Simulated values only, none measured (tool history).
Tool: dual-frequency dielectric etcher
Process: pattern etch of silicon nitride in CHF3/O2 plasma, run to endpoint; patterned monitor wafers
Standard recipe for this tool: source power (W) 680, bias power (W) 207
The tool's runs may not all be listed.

run,hour,source power (W),bias power (W),wafers since the last listed run,hours since the last wet clean,hours since the last source power generator calibration,hours since the last bias power generator calibration,hours since the last upper electrode change,"incoming incoming film thickness, nm",endpoint time (s)
1,0.0,680,207,0,280.2,2582.9,3811.6,3406.3,92.8,61.7
2,48.6,680,207,682,328.8,2631.5,3860.2,3454.9,93.5,62.2
# hour 114.7: wet clean of the chamber
3,115.2,680,192,598,0.5,2698.1,3926.8,3521.5,93.3,61.2
4,143.5,680,207,397,28.8,2726.4,3955.1,3549.8,93.7,60.3
5,180.9,680,207,525,66.2,2763.8,3992.5,3587.2,93.0,60.1
6,348.6,680,207,2355,233.9,2931.5,4160.2,3754.9,93.5,61.6
7,375.3,680,207,375,260.6,2958.2,4186.9,3781.6,93.3,61.6
8,399.4,680,207,338,284.7,2982.3,4211.0,3805.7,93.6,61.9
9,445.0,680,207,640,330.3,3027.9,4256.6,3851.3,92.9,61.7
# hour 484.6: wet clean of the chamber
# hour 492.3: source power generator calibrated
10,496.8,680,207,334,12.2,4.5,4308.4,3903.1,93.3,60.9
11,561.2,680,207,904,76.6,68.9,4372.8,3967.5,93.0,61.2
12,607.9,680,207,655,123.3,115.6,4419.5,4014.2,93.3,61.8
13,670.9,680,207,884,186.3,178.6,4482.5,4077.2,92.7,61.2
14,700.7,680,207,418,216.1,208.4,4512.3,4107.0,94.0,62.8
# hour 714.1: bias power generator calibrated
15,752.0,680,207,664,267.4,259.7,37.9,4158.3,93.5,62.5
16,806.6,680,156,766,322.0,314.3,92.5,4212.9,92.6,65.5
17,837.0,730,161,426,352.4,344.7,122.9,4243.3,92.9,63.3
# hour 892.9: wet clean of the chamber
18,897.0,680,207,505,4.1,404.7,182.9,4303.3,93.7,61.1
19,953.5,680,207,793,60.6,461.2,239.4,4359.8,93.8,61.6
20,993.3,850,170,558,100.4,501.0,279.2,4399.6,93.4,56.5
21,1046.3,830,224,744,153.4,554.0,332.2,4452.6,93.6,54.5
22,1071.2,680,170,349,178.3,578.9,357.1,4477.5,93.6,64.3
# hour 1152.1: upper electrode replaced
23,1152.6,680,207,806,259.7,660.3,438.5,0.5,94.1,62.9
24,1205.8,530,233,747,312.9,713.5,491.7,53.7,93.5,71.6
# hour 1249.5: wet clean of the chamber
25,1270.3,680,207,568,20.8,778.0,556.2,118.2,94.5,61.5
26,1340.9,680,191,991,91.4,848.6,626.8,188.8,91.6,60.9
27,1400.0,680,207,830,150.5,907.7,685.9,247.9,93.6,61.7
28,1445.6,830,162,640,196.1,953.3,731.5,293.5,93.5,58.0

Each row is a separate what-if for the run after 28, all from the same tool condition, not one after another. Results?
A,1446.0,680,207,5,196.5,953.7,731.9,293.9,92.5,?
B,1446.0,540,191,5,196.5,953.7,731.9,293.9,92.5,?
C,1446.0,720,158,5,196.5,953.7,731.9,293.9,92.5,?
D,1446.0,680,224,5,196.5,953.7,731.9,293.9,92.5,?
E,1446.0,680,252,5,196.5,953.7,731.9,293.9,92.5,?

run,endpoint time (s)
A,61.5
B,72.4
C,62.6
D,60.5
E,59.0
Take away the tool's hidden state, keep each run's random variation, and the runs would have read:
run,endpoint time (s)
A,61.0
B,71.8
C,62.1
D,60.0
E,58.5
